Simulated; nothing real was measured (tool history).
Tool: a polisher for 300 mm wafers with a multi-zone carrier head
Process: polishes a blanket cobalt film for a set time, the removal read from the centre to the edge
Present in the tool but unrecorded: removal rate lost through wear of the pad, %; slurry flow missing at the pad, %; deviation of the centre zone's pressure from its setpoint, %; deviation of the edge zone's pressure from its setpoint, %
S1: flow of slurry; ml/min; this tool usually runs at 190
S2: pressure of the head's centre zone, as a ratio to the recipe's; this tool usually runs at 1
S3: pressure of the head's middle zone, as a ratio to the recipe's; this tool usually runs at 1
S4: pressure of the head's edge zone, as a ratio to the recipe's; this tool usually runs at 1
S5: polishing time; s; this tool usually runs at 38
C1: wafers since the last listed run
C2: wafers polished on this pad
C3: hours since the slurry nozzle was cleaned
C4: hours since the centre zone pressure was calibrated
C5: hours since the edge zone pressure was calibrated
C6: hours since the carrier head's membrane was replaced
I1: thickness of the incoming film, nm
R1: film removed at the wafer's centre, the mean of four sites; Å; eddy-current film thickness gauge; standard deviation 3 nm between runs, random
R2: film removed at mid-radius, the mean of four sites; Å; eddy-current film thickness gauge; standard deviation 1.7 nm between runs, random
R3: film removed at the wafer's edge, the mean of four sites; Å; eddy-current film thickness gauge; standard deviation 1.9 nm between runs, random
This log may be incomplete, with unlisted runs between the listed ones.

Run 1, hour 0: usual settings; C1 0; C2 548; C3 482.6; C4 1048; C5 765.3; C6 1404.4; I1 1223.9. Result: R1 2533 Å, R2 2466 Å, R3 2510 Å.
Run 2, hour 16.2: usual settings; C1 160; C2 708; C3 498.8; C4 1064.2; C5 781.5; C6 1420.6; I1 1218.7. Result: R1 2523 Å, R2 2497 Å, R3 2543 Å.
Run 3, hour 26.4: usual settings; C1 100; C2 809; C3 509; C4 1074.4; C5 791.7; C6 1430.8; I1 1230.3. Result: R1 2516 Å, R2 2488 Å, R3 2526 Å.
Run 4, hour 33.5: usual settings; C1 70; C2 879; C3 516.1; C4 1081.5; C5 798.8; C6 1437.9; I1 1215.8. Result: R1 2514 Å, R2 2485 Å, R3 2512 Å.
Run 5, hour 51.9: usual settings; C1 182; C2 1061; C3 534.5; C4 1099.9; C5 817.2; C6 1456.3; I1 1215.2. Result: R1 2543 Å, R2 2478 Å, R3 2498 Å.
At hour 61.4: slurry nozzle cleaned.
Run 6, hour 67.7: usual settings but S4 1.04; C1 146; C2 1208; C3 6.3; C4 1115.7; C5 833; C6 1472.1; I1 1212.2. Result: R1 2502 Å, R2 2487 Å, R3 2556 Å.
At hour 79.1: carrier head's membrane replaced by a new one.
Run 7, hour 84.9: usual settings but S4 1.04; C1 120; C2 1328; C3 23.5; C4 1132.9; C5 850.2; C6 5.8; I1 1233.4. Result: R1 2484 Å, R2 2475 Å, R3 2583 Å.
At hour 91.6: worn pad replaced by a new one.
Run 8, hour 101.2: usual settings; C1 121; C2 95; C3 39.8; C4 1149.2; C5 866.5; C6 22.1; I1 1222.5. Result: R1 2540 Å, R2 2465 Å, R3 2523 Å.
Run 9, hour 112.5: usual settings; C1 111; C2 207; C3 51.1; C4 1160.5; C5 877.8; C6 33.4; I1 1224.6. Result: R1 2579 Å, R2 2489 Å, R3 2535 Å.
At hour 124.1: edge zone pressure recalibrated.
Run 10, hour 143.3: usual settings but S1 220 ml/min, S2 1.11, S3 0.93, S4 0.91; C1 284; C2 491; C3 81.9; C4 1191.3; C5 19.2; C6 64.2; I1 1239.9. Result: R1 2851 Å, R2 2400 Å, R3 2460 Å.

What will run 11 give?
Run 11, hour 152.9: usual settings but S1 140 ml/min, S2 0.92, S5 29 s; C1 94; C2 586; C3 91.5; C4 1200.9; C5 28.8; C6 73.8; I1 1248.5. Result: R1 ?, R2 ?, R3 ?.

{"run 11": {"R1": 1674, "R2": 1773, "R3": 1837}}
With no hidden state in the tool, this same run would have given R1 1674 Å, R2 1773 Å, R3 1837 Å.

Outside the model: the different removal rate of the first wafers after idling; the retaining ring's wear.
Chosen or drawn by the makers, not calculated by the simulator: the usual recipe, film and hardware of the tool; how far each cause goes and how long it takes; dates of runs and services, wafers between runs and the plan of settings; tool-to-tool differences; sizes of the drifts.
